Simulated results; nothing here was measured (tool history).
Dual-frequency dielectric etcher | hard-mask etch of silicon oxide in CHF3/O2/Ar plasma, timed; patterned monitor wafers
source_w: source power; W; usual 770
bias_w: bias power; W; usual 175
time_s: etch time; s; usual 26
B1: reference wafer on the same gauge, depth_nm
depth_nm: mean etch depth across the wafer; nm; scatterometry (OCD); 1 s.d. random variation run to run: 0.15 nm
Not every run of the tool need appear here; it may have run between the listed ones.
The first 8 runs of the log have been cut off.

run 9 hour=182.9 | source_w=770 bias_w=175 time_s=26 | B1=54.6 | depth_nm=54.5
run 10 hour=213.9 | source_w=770 bias_w=175 time_s=26 | B1=54.6 | depth_nm=54.3
run 11 hour=229.5 | source_w=770 bias_w=175 time_s=26 | B1=54.6 | depth_nm=54
run 12 hour=254 | source_w=660 bias_w=158 time_s=19.5 | B1=54.6 | depth_nm=37
run 13 hour=272.5 | source_w=770 bias_w=154 time_s=21 | B1=54.6 | depth_nm=42.3
run 14 hour=285.3 | source_w=930 bias_w=204 time_s=22 | B1=54.6 | depth_nm=51.8
run 15 hour=301.9 | source_w=770 bias_w=175 time_s=26 | B1=54.6 | depth_nm=53.9
run 16 hour=314.9 | source_w=770 bias_w=156 time_s=31.5 | B1=54.6 | depth_nm=63.3
-- hour=352.7 upper electrode replaced
run 17 hour=353.2 | source_w=770 bias_w=175 time_s=26 | B1=54.6 | depth_nm=54
-- hour=418.6 bias power generator calibrated
-- hour=440.4 wet clean of the chamber
run 18 hour=449 | source_w=770 bias_w=175 time_s=30.5 | B1=54.6 | depth_nm=67.8
run 19 hour=480.7 | source_w=930 bias_w=175 time_s=26 | B1=54.6 | depth_nm=62.7
run 20 hour=493.2 | source_w=770 bias_w=175 time_s=26 | B1=54.5 | depth_nm=58
run 21 hour=525.7 | source_w=840 bias_w=196 time_s=26 | B1=54.6 | depth_nm=61.6
-- hour=547.1 gauge calibrated
run 22 hour=554.2 | source_w=770 bias_w=175 time_s=26 | B1=54.6 | depth_nm=57.6
-- hour=566 source power generator calibrated
run 23 hour=574.1 | source_w=770 bias_w=175 time_s=26 | B1=54.6 | depth_nm=57.4
run 24 hour=596.7 | source_w=610 bias_w=150 time_s=26 | B1=54.6 | depth_nm=50.3
run 25 hour=611.2 | source_w=770 bias_w=153 time_s=26 | B1=54.6 | depth_nm=55.7
run 26 hour=626.6 | source_w=910 bias_w=205 time_s=23.5 | B1=54.6 | depth_nm=58.3
-- hour=664 wet clean of the chamber, repeated, since the last time left the tool worse
run 27 hour=732.4 | source_w=960 bias_w=191 time_s=21.5 | B1=54.6 | depth_nm=50.9
run 28 hour=749.2 | source_w=770 bias_w=175 time_s=29.5 | B1=54.6 | depth_nm=62.5

What does the tool deliver on the next run?
run 29 hour=856.3 | source_w=770 bias_w=190 time_s=29 | B1=? | depth_nm=?

B1: 54.6
depth_nm: 62.6 nm
Were there no unlogged condition in the tool, this run, its random variation unchanged, would have produced depth_nm 63.2 nm.
